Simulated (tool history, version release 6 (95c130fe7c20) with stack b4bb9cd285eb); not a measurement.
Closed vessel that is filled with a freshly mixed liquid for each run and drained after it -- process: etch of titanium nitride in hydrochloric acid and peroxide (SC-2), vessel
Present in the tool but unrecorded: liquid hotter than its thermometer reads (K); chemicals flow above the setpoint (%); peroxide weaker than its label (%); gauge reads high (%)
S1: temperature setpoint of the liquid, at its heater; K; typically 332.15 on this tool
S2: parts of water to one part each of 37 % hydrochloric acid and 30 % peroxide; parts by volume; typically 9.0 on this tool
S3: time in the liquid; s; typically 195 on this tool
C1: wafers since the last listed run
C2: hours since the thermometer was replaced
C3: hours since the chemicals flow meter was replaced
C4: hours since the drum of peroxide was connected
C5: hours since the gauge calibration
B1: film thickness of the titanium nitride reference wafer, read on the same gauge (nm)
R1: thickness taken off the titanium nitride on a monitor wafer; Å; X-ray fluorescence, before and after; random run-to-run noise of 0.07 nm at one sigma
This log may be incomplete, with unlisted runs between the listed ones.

run,hour,S1,S2,S3,C1,C2,C3,C4,C5,B1,R1
1,0.0,332.15,9.0,195,0,128.0,114.9,321.2,719.0,70.00,98.1
2,79.6,332.15,9.0,195,5914,207.6,194.5,400.8,798.6,70.01,98.6
3,145.9,332.15,9.0,195,4926,273.9,260.8,467.1,864.9,69.99,98.0
4,206.5,332.15,9.0,195,4502,334.5,321.4,527.7,925.5,69.98,98.7
5,270.7,332.15,9.0,195,4770,398.7,385.6,591.9,989.7,70.02,99.9
# hour 276.0: gauge calibrated
6,593.9,332.15,9.0,195,24014,721.9,708.8,915.1,317.9,69.94,101.6
7,692.5,337.65,9.0,160,7326,820.5,807.4,1013.7,416.5,69.99,116.9
# hour 750.6: new drum of peroxide connected
# hour 832.8: thermometer replaced
# hour 868.2: chemicals flow meter replaced
8,903.4,332.15,11.5,110,15447,70.6,35.2,152.8,627.4,70.01,49.9
9,997.0,339.65,9.0,265,6954,164.2,128.8,246.4,721.0,70.02,230.9
10,1095.5,326.15,9.0,195,7318,262.7,227.3,344.9,819.5,70.01,74.0
11,1198.3,338.65,7.0,165,7638,365.5,330.1,447.7,922.3,70.06,168.5
12,1245.8,337.15,11.5,85,3529,413.0,377.6,495.2,969.8,70.02,53.8
# hour 1263.1: chemicals flow meter replaced, repeated, since the last time left the tool worse
# hour 1265.9: gauge calibrated
13,1306.7,332.15,9.0,195,4450,473.9,43.6,556.1,40.8,69.97,99.0
# hour 1571.7: new drum of peroxide connected
14,1591.2,332.15,11.5,110,21065,758.4,328.1,19.5,325.3,69.97,46.3

4 ways to go on from here, each from the tool as it stands after run 14. What would each give?
A,1591.9,332.15,4.5,195,52,759.1,328.8,20.2,326.0,?,?
B,1591.9,326.15,9.0,100,52,759.1,328.8,20.2,326.0,?,?
C,1591.9,323.65,13.0,270,52,759.1,328.8,20.2,326.0,?,?
D,1591.9,342.15,7.0,230,52,759.1,328.8,20.2,326.0,?,?

run,B1,R1
A,70.00,170.3
B,70.00,35.2
C,70.00,59.3
D,70.00,268.5
Without the tool's unlogged condition, the same runs would have read:
run,R1
A,166.1
B,34.2
C,57.5
D,261.1

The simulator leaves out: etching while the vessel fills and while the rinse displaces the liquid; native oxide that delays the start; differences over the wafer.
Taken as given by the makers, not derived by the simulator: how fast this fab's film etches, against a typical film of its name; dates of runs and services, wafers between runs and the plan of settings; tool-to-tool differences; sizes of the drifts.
